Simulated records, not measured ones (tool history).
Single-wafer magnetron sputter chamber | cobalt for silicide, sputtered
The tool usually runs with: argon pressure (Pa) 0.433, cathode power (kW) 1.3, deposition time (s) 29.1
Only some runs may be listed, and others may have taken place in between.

run	hour	argon pressure (Pa)	cathode power (kW)	deposition time (s)	wafers since the last listed run	wafers on the sputter target	hours since the last manometer calibration	hours since the magnet pack was replaced	hours since the gauge calibration	read-back reference wafer on the same gauge, thickness_nm	mean film thickness on the monitor wafer (nm)
1	0	0.52	1.3	29.1	0	3629	698.8	10573.8	1742.5	21.474	19.202
2	76.2	0.433	1.3	29.1	2937	6567	775	10650	1818.7	21.527	19.846
3	183.9	0.433	1.3	29.1	4151	10718	882.7	10757.7	1926.4	21.49	19.663
4	244.9	0.433	1.3	29.1	2351	13070	943.7	10818.7	1987.4	21.534	19.791
# hour 273: magnet pack replaced
5	309.7	0.433	1.3	29.1	2189	15260	1008.5	36.7	2052.2	21.494	19.519
6	391.4	0.433	1.3	29.1	3149	18409	1090.2	118.4	2133.9	21.48	19.468
7	529.6	0.433	1.5	32.4	5327	23737	1228.4	256.6	2272.1	21.516	24.113
8	608.3	0.433	1.3	29.1	3033	26771	1307.1	335.3	2350.8	21.504	19.07
9	652.5	0.433	1.3	29.1	1703	28475	1351.3	379.5	2395	21.481	18.855
# hour 745.6: sputter target and shields replaced
10	746.1	0.433	1.3	29.1	3299	17	1444.9	473.1	2488.6	21.521	19.819
11	838.2	0.433	1.3	29.1	3550	3568	1537	565.2	2580.7	21.566	19.764
12	917.1	0.433	1.3	29.1	3041	6609	1615.9	644.1	2659.6	21.462	19.633
13	968.6	0.433	1.3	31.4	1985	8595	1667.4	695.6	2711.1	21.473	21.235
14	1065.4	0.433	1.3	29.1	3731	12326	1764.2	792.4	2807.9	21.505	19.655
15	1138.3	0.56	1.3	29.1	2810	15137	1837.1	865.3	2880.8	21.432	18.812
16	1237.1	0.433	1.3	29.1	3808	18945	1935.9	964.1	2979.6	21.483	19.619
17	1329.5	0.433	1.3	26.2	3562	22507	2028.3	1056.5	3072	21.495	17.367
# hour 1415.1: capacitance manometer re-zeroed and calibrated
18	1437.2	0.277	1	32.6	3843	26351	22.1	1164.2	3179.7	21.474	17.873
# hour 1445.4: sputter target and shields replaced
19	1478.9	0.575	1.5	33.7	1299	1291	63.8	1205.9	3221.4	21.47	23.77
20	1784.7	0.433	1.3	29.1	11788	13080	369.6	1511.7	3527.2	21.512	19.165
21	1864.9	0.324	1.3	34.2	3091	16172	449.8	1591.9	3607.4	21.501	23.493
# hour 1920.4: gauge calibrated
22	1956.1	0.48	1.3	24.5	3515	19687	541	1683.1	35.7	21.493	15.725
23	2038.6	0.433	1.3	29.1	3180	22868	623.5	1765.6	118.2	21.508	18.797
24	2079.7	0.31	1.65	33.7	1584	24452	664.6	1806.7	159.3	21.432	27.796
25	2117.1	0.433	1.5	29.1	1441	25894	702	1844.1	196.7	21.51	20.896
26	2161.8	0.266	1.45	29.1	1723	27617	746.7	1888.8	241.4	21.475	21.665
# hour 2198: sputter target and shields replaced
27	2241.8	0.519	1.2	24.2	2775	1688	826.7	1968.8	321.4	21.529	14.935
28	2333.3	0.296	1	33.3	3527	5216	918.2	2060.3	412.9	21.553	19.241
29	2383.2	0.433	1.3	29.1	1923	7139	968.1	2110.2	462.8	21.512	19.677
30	2435.5	0.531	1	29.1	2016	9155	1020.4	2162.5	515.1	21.535	15.401
31	2543	0.433	1.15	29.1	4144	13300	1127.9	2270	622.6	21.525	17.743
32	2604.7	0.433	1.3	29.1	2378	15678	1189.6	2331.7	684.3	21.545	19.473
33	2684.8	0.433	1.3	29.1	3087	18766	1269.7	2411.8	764.4	21.568	19.431
34	2789.2	0.433	1.2	31.9	4024	22791	1374.1	2516.2	868.8	21.483	19.628
35	2842.5	0.309	1.3	34.7	2054	24845	1427.4	2569.5	922.1	21.512	23.719

The logged runs with the hidden state left out (each run's random variation unchanged):
Unlogged tool condition in this case: deposition rate above that of a new target (%); true argon pressure above the setpoint (%); gauge reads high (%).
run	mean film thickness on the monitor wafer (nm)
1	18.764
2	19.505
3	19.392
4	19.578
5	19.388
6	19.463
7	24.456
8	19.538
9	19.439
10	19.371
11	19.325
12	19.229
13	20.834
14	19.377
15	18.45
16	19.601
17	17.521
18	18.805
19	23.911
20	19.364
21	23.94
22	16.037
23	19.359
24	28.929
25	21.716
26	22.844
27	14.591
28	19.044
29	19.342
30	15.077
31	17.561
32	19.352
33	19.438
34	19.844
35	24.341
